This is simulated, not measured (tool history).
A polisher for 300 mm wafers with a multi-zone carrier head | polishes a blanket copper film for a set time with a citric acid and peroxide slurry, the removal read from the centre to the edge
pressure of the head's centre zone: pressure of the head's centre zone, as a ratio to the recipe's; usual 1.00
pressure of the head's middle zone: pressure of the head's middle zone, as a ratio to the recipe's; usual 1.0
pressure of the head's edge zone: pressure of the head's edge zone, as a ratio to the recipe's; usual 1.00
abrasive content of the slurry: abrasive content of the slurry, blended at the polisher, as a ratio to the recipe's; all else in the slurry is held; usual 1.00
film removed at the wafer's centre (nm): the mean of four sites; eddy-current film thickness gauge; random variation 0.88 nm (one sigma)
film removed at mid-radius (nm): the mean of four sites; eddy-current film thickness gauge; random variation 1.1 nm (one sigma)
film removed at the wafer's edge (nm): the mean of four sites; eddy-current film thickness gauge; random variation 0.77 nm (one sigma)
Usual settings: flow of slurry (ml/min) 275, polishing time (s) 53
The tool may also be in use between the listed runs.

| run | hour | flow of slurry (ml/min) | pressure of the head's centre zone | pressure of the head's middle zone | pressure of the head's edge zone | abrasive content of the slurry | polishing time (s) | wafers since the last listed run | wafers polished on this pad | hours since the slurry nozzle was cleaned | hours since the centre zone pressure was calibrated | hours since the edge zone pressure was calibrated | hours since the carrier head's membrane was replaced | incoming thickness of the incoming film, nm | film removed at the wafer's centre (nm) | film removed at mid-radius (nm) | film removed at the wafer's edge (nm) |
|---|---|---|---|---|---|---|---|---|---|---|---|---|---|---|---|---|---|
| 1 | 0.0 | 275 | 1.00 | 1.0 | 1.00 | 1.10 | 53 | 0 | 762 | 604.7 | 1198.5 | 222.3 | 1410.7 | 1198.9 | 143.4 | 129.5 | 124.8 |
| 2 | 12.2 | 275 | 1.00 | 1.0 | 1.00 | 1.00 | 53 | 88 | 851 | 616.9 | 1210.7 | 234.5 | 1422.9 | 1169.0 | 141.0 | 127.3 | 121.7 |
| 3 | 25.6 | 275 | 1.00 | 1.0 | 1.00 | 1.00 | 53 | 97 | 949 | 630.3 | 1224.1 | 247.9 | 1436.3 | 1184.0 | 140.9 | 125.4 | 122.4 |
| 4 | 41.2 | 275 | 1.00 | 1.0 | 1.00 | 1.00 | 53 | 113 | 1062 | 645.9 | 1239.7 | 263.5 | 1451.9 | 1207.4 | 140.2 | 126.5 | 124.4 |
| 5 | 50.8 | 275 | 1.00 | 1.0 | 1.00 | 0.90 | 53 | 69 | 1132 | 655.5 | 1249.3 | 273.1 | 1461.5 | 1199.0 | 137.4 | 121.6 | 120.5 |
|  | 58.9 | worn pad replaced by a new one |
|  | 71.3 | slurry nozzle cleaned |
| 6 | 95.6 | 275 | 1.00 | 1.0 | 1.00 | 1.00 | 53 | 290 | 259 | 24.3 | 1294.1 | 317.9 | 1506.3 | 1204.4 | 142.7 | 125.6 | 122.3 |
| 7 | 102.3 | 320 | 1.11 | 1.0 | 1.00 | 1.00 | 53 | 48 | 308 | 31.0 | 1300.8 | 324.6 | 1513.0 | 1187.5 | 161.7 | 127.9 | 124.8 |
| 8 | 108.8 | 275 | 1.00 | 1.0 | 1.00 | 1.00 | 53 | 47 | 356 | 37.5 | 1307.3 | 331.1 | 1519.5 | 1183.3 | 143.1 | 126.0 | 123.7 |
| 9 | 150.9 | 200 | 1.00 | 1.0 | 1.00 | 1.00 | 37 | 306 | 662 | 79.6 | 1349.4 | 373.2 | 1561.6 | 1209.4 | 93.9 | 84.1 | 83.1 |
| 10 | 158.2 | 275 | 1.00 | 1.0 | 1.00 | 1.15 | 37 | 53 | 716 | 86.9 | 1356.7 | 380.5 | 1568.9 | 1182.8 | 104.6 | 90.8 | 88.8 |
| 11 | 173.4 | 275 | 1.00 | 1.0 | 1.00 | 1.15 | 37 | 110 | 826 | 102.1 | 1371.9 | 395.7 | 1584.1 | 1191.5 | 104.6 | 91.6 | 88.8 |
| 12 | 181.7 | 275 | 0.94 | 1.0 | 1.00 | 0.70 | 53 | 60 | 887 | 110.4 | 1380.2 | 404.0 | 1592.4 | 1184.5 | 123.3 | 116.1 | 112.0 |
| 13 | 198.9 | 340 | 1.00 | 1.0 | 1.00 | 1.00 | 53 | 125 | 1012 | 127.6 | 1397.4 | 421.2 | 1609.6 | 1201.7 | 146.0 | 127.8 | 125.2 |
|  | 214.0 | edge zone pressure recalibrated |
|  | 217.1 | carrier head's membrane replaced by a new one |
|  | 220.4 | centre zone pressure recalibrated |
|  | 234.2 | worn pad replaced by a new one |
| 14 | 241.7 | 220 | 0.96 | 1.0 | 0.94 | 1.00 | 53 | 231 | 54 | 170.4 | 21.3 | 27.7 | 24.6 | 1195.1 | 119.2 | 122.1 | 117.9 |
| 15 | 257.8 | 275 | 1.00 | 1.0 | 1.09 | 1.10 | 53 | 117 | 171 | 186.5 | 37.4 | 43.8 | 40.7 | 1200.3 | 130.9 | 130.2 | 132.3 |
| 16 | 273.2 | 275 | 1.04 | 1.0 | 1.07 | 1.15 | 53 | 112 | 284 | 201.9 | 52.8 | 59.2 | 56.1 | 1192.6 | 137.5 | 131.3 | 130.8 |
| 17 | 284.0 | 275 | 1.00 | 1.0 | 1.00 | 1.00 | 53 | 78 | 362 | 212.7 | 63.6 | 70.0 | 66.9 | 1197.8 | 128.5 | 125.3 | 122.8 |
| 18 | 295.2 | 275 | 1.00 | 1.0 | 1.00 | 1.00 | 53 | 81 | 444 | 223.9 | 74.8 | 81.2 | 78.1 | 1186.9 | 129.1 | 125.1 | 123.2 |
| 19 | 306.6 | 245 | 1.00 | 1.0 | 1.00 | 1.00 | 61 | 83 | 527 | 235.3 | 86.2 | 92.6 | 89.5 | 1199.6 | 146.4 | 146.2 | 139.2 |

Forecast run 20:
| 20 | 324.2 | 275 | 1.00 | 1.1 | 0.94 | 1.00 | 53 | 128 | 655 | 252.9 | 103.8 | 110.2 | 107.1 | 1209.8 | ? | ? | ? |

{"run 20": {"film removed at the wafer's centre (nm)": 131.3, "film removed at mid-radius (nm)": 134.4, "film removed at the wafer's edge (nm)": 118.9}}
Without the tool's hidden state the same run would have given film removed at the wafer's centre (nm) 130.7, film removed at mid-radius (nm) 134.4, film removed at the wafer's edge (nm) 118.9.

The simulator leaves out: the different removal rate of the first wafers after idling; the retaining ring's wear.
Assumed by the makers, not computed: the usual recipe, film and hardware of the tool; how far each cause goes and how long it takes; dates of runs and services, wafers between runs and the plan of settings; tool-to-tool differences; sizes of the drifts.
